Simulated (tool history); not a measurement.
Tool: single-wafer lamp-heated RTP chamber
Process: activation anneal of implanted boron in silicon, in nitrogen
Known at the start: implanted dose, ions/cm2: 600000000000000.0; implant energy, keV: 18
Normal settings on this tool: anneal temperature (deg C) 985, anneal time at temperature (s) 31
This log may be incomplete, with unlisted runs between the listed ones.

| run | hour | anneal temperature (deg C) | anneal time at temperature (s) | wafers since the last listed run | wafers since the last pyrometer calibration | wafers since the reflector plate was cleaned | hours since the gauge calibration | read-back reference wafer on the same gauge, sheet resistance | sheet resistance of the implanted and annealed layer (ohm/square) |
|---|---|---|---|---|---|---|---|---|---|
| 1 | 0.0 | 985 | 31 | 0 | 1685 | 7247 | 186.7 | 157.99 | 189.85 |
| 2 | 29.5 | 985 | 31 | 446 | 2131 | 7693 | 216.2 | 157.89 | 188.44 |
| 3 | 44.5 | 985 | 31 | 226 | 2358 | 7920 | 231.2 | 157.92 | 187.78 |
| 4 | 60.1 | 985 | 31 | 236 | 2594 | 8156 | 246.8 | 158.00 | 188.21 |
| 5 | 87.0 | 985 | 31 | 406 | 3001 | 8563 | 273.7 | 158.17 | 187.80 |
| 6 | 121.0 | 985 | 19 | 514 | 3516 | 9077 | 307.7 | 158.01 | 189.18 |
| 7 | 144.3 | 985 | 31 | 352 | 3868 | 9430 | 331.0 | 158.11 | 187.93 |
| 8 | 166.9 | 985 | 31 | 341 | 4210 | 9772 | 353.6 | 158.03 | 188.18 |
| 9 | 192.0 | 974 | 21 | 379 | 4590 | 10151 | 378.7 | 158.08 | 192.01 |
| 10 | 226.5 | 1006 | 31 | 521 | 5112 | 10673 | 413.2 | 158.07 | 183.60 |
| 11 | 260.0 | 985 | 31 | 506 | 5619 | 11180 | 446.7 | 158.02 | 185.43 |
|  | 272.5 | pyrometer window cleaned and pyrometer calibrated |
| 12 | 279.7 | 985 | 31 | 177 | 108 | 11357 | 466.4 | 157.98 | 190.58 |
| 13 | 321.4 | 985 | 31 | 630 | 739 | 11988 | 508.1 | 157.95 | 188.68 |
| 14 | 347.4 | 985 | 23 | 393 | 1132 | 12381 | 534.1 | 157.77 | 188.83 |
| 15 | 369.9 | 985 | 23 | 340 | 1473 | 12722 | 556.6 | 157.94 | 188.96 |
| 16 | 393.7 | 985 | 38 | 360 | 1833 | 13082 | 580.4 | 158.12 | 187.60 |
|  | 414.6 | reflector plate cleaned |
| 17 | 422.0 | 985 | 38 | 307 | 2140 | 112 | 608.7 | 158.10 | 188.76 |
| 18 | 444.4 | 985 | 46 | 338 | 2479 | 451 | 631.1 | 158.02 | 188.81 |
|  | 456.9 | gauge calibrated |
| 19 | 549.3 | 977 | 38 | 1587 | 4066 | 2038 | 92.4 | 158.04 | 189.33 |
| 20 | 565.3 | 958 | 40 | 242 | 4308 | 2280 | 108.4 | 158.08 | 200.57 |
| 21 | 582.4 | 1005 | 45 | 258 | 4567 | 2538 | 125.5 | 158.03 | 183.64 |
| 22 | 606.0 | 1010 | 49 | 357 | 4924 | 2895 | 149.1 | 157.97 | 182.33 |
|  | 635.5 | pyrometer window cleaned and pyrometer calibrated |
| 23 | 636.0 | 1010 | 40 | 332 | 7 | 3228 | 179.1 | 157.98 | 184.72 |
| 24 | 661.8 | 985 | 31 | 390 | 397 | 3619 | 204.9 | 158.09 | 190.89 |
| 25 | 694.3 | 997 | 42 | 491 | 889 | 4110 | 237.4 | 157.97 | 185.54 |
| 26 | 707.3 | 957 | 25 | 196 | 1085 | 4307 | 250.4 | 158.00 | 209.25 |
| 27 | 719.4 | 996 | 47 | 183 | 1268 | 4490 | 262.5 | 157.88 | 183.98 |
| 28 | 757.5 | 960 | 22 | 576 | 1845 | 5066 | 300.6 | 157.92 | 205.57 |
| 29 | 790.1 | 977 | 38 | 493 | 2338 | 5560 | 333.2 | 157.98 | 190.10 |
| 30 | 807.6 | 966 | 24 | 264 | 2603 | 5824 | 350.7 | 158.02 | 197.75 |
| 31 | 830.4 | 967 | 24 | 344 | 2948 | 6169 | 373.5 | 158.04 | 196.30 |
| 32 | 842.6 | 985 | 37 | 184 | 3132 | 6354 | 385.7 | 157.93 | 186.43 |
| 33 | 871.7 | 985 | 31 | 440 | 3573 | 6794 | 414.8 | 157.89 | 187.33 |
| 34 | 899.2 | 961 | 49 | 416 | 3989 | 7210 | 442.3 | 157.82 | 195.68 |
| 35 | 916.7 | 1005 | 49 | 264 | 4253 | 7475 | 459.8 | 157.93 | 182.56 |
| 36 | 934.9 | 985 | 31 | 275 | 4529 | 7750 | 478.0 | 158.06 | 187.33 |

Results for each run, recomputed without the tool's hidden state and with each run's random variation untouched:
Hidden state present: true wafer temperature minus pyrometer reading, K; wafer temperature error from the tarnished reflector plate, K; gauge reads high (%).
| run | sheet resistance of the implanted and annealed layer (ohm/square) |
|---|---|
| 1 | 193.82 |
| 2 | 192.77 |
| 3 | 192.26 |
| 4 | 192.86 |
| 5 | 192.67 |
| 6 | 195.35 |
| 7 | 193.20 |
| 8 | 193.59 |
| 9 | 202.25 |
| 10 | 186.00 |
| 11 | 191.18 |
| 12 | 193.22 |
| 13 | 192.59 |
| 14 | 193.85 |
| 15 | 194.42 |
| 16 | 192.48 |
| 17 | 192.00 |
| 18 | 192.05 |
| 19 | 194.77 |
| 20 | 212.50 |
| 21 | 185.49 |
| 22 | 183.96 |
| 23 | 185.08 |
| 24 | 192.91 |
| 25 | 187.17 |
| 26 | 220.11 |
| 27 | 185.94 |
| 28 | 218.36 |
| 29 | 195.70 |
| 30 | 208.82 |
| 31 | 207.35 |
| 32 | 190.91 |
| 33 | 192.29 |
| 34 | 207.31 |
| 35 | 184.83 |
| 36 | 192.62 |
